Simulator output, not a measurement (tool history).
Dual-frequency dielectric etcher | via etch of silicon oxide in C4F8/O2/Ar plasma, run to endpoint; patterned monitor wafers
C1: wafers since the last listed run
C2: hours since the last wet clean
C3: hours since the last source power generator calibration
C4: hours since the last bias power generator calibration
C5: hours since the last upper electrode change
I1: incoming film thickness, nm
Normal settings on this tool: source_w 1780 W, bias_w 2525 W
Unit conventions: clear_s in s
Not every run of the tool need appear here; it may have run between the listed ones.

Run 1, hour 0.0: usual settings; C1 0; C2 0.4; C3 1817.8; C4 1348.2; C5 2630.9; I1 1054.6. Result: clear_s 205.7 s.
Run 2, hour 18.8: usual settings but source_w 1630 W, bias_w 2760 W; C1 100; C2 19.2; C3 1836.6; C4 1367.0; C5 2649.7; I1 1053.9. Result: clear_s 211.2 s.
Run 3, hour 38.2: usual settings but bias_w 2756 W; C1 103; C2 38.6; C3 1856.0; C4 1386.4; C5 2669.1; I1 1052.8. Result: clear_s 203.0 s.
Run 4, hour 68.0: usual settings but bias_w 2756 W; C1 159; C2 68.4; C3 1885.8; C4 1416.2; C5 2698.9; I1 1058.0. Result: clear_s 203.4 s.
Run 5, hour 87.4: usual settings but bias_w 2756 W; C1 103; C2 87.8; C3 1905.2; C4 1435.6; C5 2718.3; I1 1057.6. Result: clear_s 202.6 s.
At hour 124.0: source power generator calibrated.
At hour 127.6: upper electrode replaced.
Run 6, hour 128.1: usual settings; C1 176; C2 128.5; C3 4.1; C4 1476.3; C5 0.5; I1 1054.8. Result: clear_s 210.7 s.
Run 7, hour 128.5: usual settings; C1 2; C2 128.9; C3 4.5; C4 1476.7; C5 0.9; I1 1057.9. Result: clear_s 209.2 s.
Run 8, hour 135.7: usual settings; C1 38; C2 136.1; C3 11.7; C4 1483.9; C5 8.1; I1 1052.4. Result: clear_s 211.7 s.
Run 9, hour 154.6: usual settings; C1 101; C2 155.0; C3 30.6; C4 1502.8; C5 27.0; I1 1050.8. Result: clear_s 210.7 s.
Run 10, hour 169.3: usual settings; C1 78; C2 169.7; C3 45.3; C4 1517.5; C5 41.7; I1 1056.3. Result: clear_s 209.5 s.
Run 11, hour 189.1: usual settings; C1 105; C2 189.5; C3 65.1; C4 1537.3; C5 61.5; I1 1052.9. Result: clear_s 212.0 s.
Run 12, hour 215.0: usual settings but source_w 1530 W; C1 138; C2 215.4; C3 91.0; C4 1563.2; C5 87.4; I1 1056.3. Result: clear_s 228.5 s.
Run 13, hour 241.5: usual settings but source_w 2010 W, bias_w 3048 W; C1 141; C2 241.9; C3 117.5; C4 1589.7; C5 113.9; I1 1041.5. Result: clear_s 186.1 s.
At hour 252.8: bias power generator calibrated.
Run 14, hour 254.5: usual settings; C1 48; C2 254.9; C3 130.5; C4 1.7; C5 126.9; I1 1057.2. Result: clear_s 214.4 s.
Run 15, hour 287.1: usual settings but source_w 2210 W, bias_w 3144 W; C1 174; C2 287.5; C3 163.1; C4 34.3; C5 159.5; I1 1044.1. Result: clear_s 178.2 s.
Run 16, hour 317.1: usual settings but source_w 1630 W, bias_w 2760 W; C1 160; C2 317.5; C3 193.1; C4 64.3; C5 189.5; I1 1064.1. Result: clear_s 217.4 s.
At hour 430.1: wet clean of the chamber.
Run 17, hour 430.6: usual settings but source_w 2000 W, bias_w 2161 W; C1 478; C2 0.5; C3 306.6; C4 177.8; C5 303.0; I1 1064.9. Result: clear_s 214.2 s.
Run 18, hour 431.0: usual settings but bias_w 2296 W; C1 2; C2 0.9; C3 307.0; C4 178.2; C5 303.4; I1 1043.2. Result: clear_s 217.0 s.
Run 19, hour 458.4: usual settings; C1 146; C2 28.3; C3 334.4; C4 205.6; C5 330.8; I1 1053.6. Result: clear_s 208.1 s.
Run 20, hour 482.8: usual settings; C1 130; C2 52.7; C3 358.8; C4 230.0; C5 355.2; I1 1040.8. Result: clear_s 208.7 s.
Run 21, hour 501.4: usual settings but source_w 1400 W, bias_w 1964 W; C1 99; C2 71.3; C3 377.4; C4 248.6; C5 373.8; I1 1050.1. Result: clear_s 261.6 s.
Run 22, hour 514.5: usual settings; C1 70; C2 84.4; C3 390.5; C4 261.7; C5 386.9; I1 1058.1. Result: clear_s 212.8 s.
Run 23, hour 534.5: usual settings but source_w 2090 W, bias_w 2203 W; C1 106; C2 104.4; C3 410.5; C4 281.7; C5 406.9; I1 1056.4. Result: clear_s 209.1 s.
Run 24, hour 550.1: usual settings; C1 83; C2 120.0; C3 426.1; C4 297.3; C5 422.5; I1 1063.4. Result: clear_s 216.7 s.
Run 25, hour 584.4: usual settings but source_w 1950 W, bias_w 2125 W; C1 183; C2 154.3; C3 460.4; C4 331.6; C5 456.8; I1 1057.5. Result: clear_s 217.8 s.
Run 26, hour 608.5: usual settings but source_w 1620 W, bias_w 2176 W; C1 128; C2 178.4; C3 484.5; C4 355.7; C5 480.9; I1 1061.1. Result: clear_s 237.3 s.
Run 27, hour 636.0: usual settings; C1 147; C2 205.9; C3 512.0; C4 383.2; C5 508.4; I1 1055.9. Result: clear_s 214.3 s.
Run 28, hour 663.9: usual settings but source_w 1500 W, bias_w 2723 W; C1 149; C2 233.8; C3 539.9; C4 411.1; C5 536.3; I1 1052.9. Result: clear_s 230.3 s.
Run 29, hour 691.8: usual settings; C1 149; C2 261.7; C3 567.8; C4 439.0; C5 564.2; I1 1057.0. Result: clear_s 216.3 s.
Run 30, hour 724.9: usual settings but source_w 1460 W; C1 177; C2 294.8; C3 600.9; C4 472.1; C5 597.3; I1 1060.9. Result: clear_s 240.9 s.
Run 31, hour 737.3: usual settings but source_w 1540 W, bias_w 2080 W; C1 66; C2 307.2; C3 613.3; C4 484.5; C5 609.7; I1 1045.9. Result: clear_s 248.3 s.
Run 32, hour 750.2: usual settings; C1 68; C2 320.1; C3 626.2; C4 497.4; C5 622.6; I1 1053.6. Result: clear_s 216.1 s.
Run 33, hour 772.5: usual settings but bias_w 2098 W; C1 119; C2 342.4; C3 648.5; C4 519.7; C5 644.9; I1 1059.0. Result: clear_s 232.6 s.
At hour 803.9: wet clean of the chamber.
Run 34, hour 804.4: usual settings; C1 42; C2 0.5; C3 680.4; C4 551.6; C5 676.8; I1 1065.6. Result: clear_s 209.5 s.

Entry by entry between the runs, the difference in hidden state between the last listed run before and the first listed run after:
In the gap between runs 5 and 6: source power generator calibrated (hour 124.0); upper electrode replaced (hour 127.6)
  etch rate over this chamber's usual, %: -0.858 -> -1.38
  measured less the result without the state, clear_s: +1.8 -> +2.9 s
In the gap between runs 13 and 14: bias power generator calibrated (hour 252.8)
  etch rate over this chamber's usual, %: -2.82 -> -2.99
  measured less the result without the state, clear_s: +5.2 -> +6.4 s
In the gap between runs 16 and 17: wet clean of the chamber (hour 430.1)
  etch rate over this chamber's usual, %: -3.79 -> -1.22
  measured less the result without the state, clear_s: +8.2 -> +2.6 s
In the gap between runs 33 and 34: wet clean of the chamber (hour 803.9)
  etch rate over this chamber's usual, %: -5.58 -> -0.366
  measured less the result without the state, clear_s: +13.0 -> +0.8 s
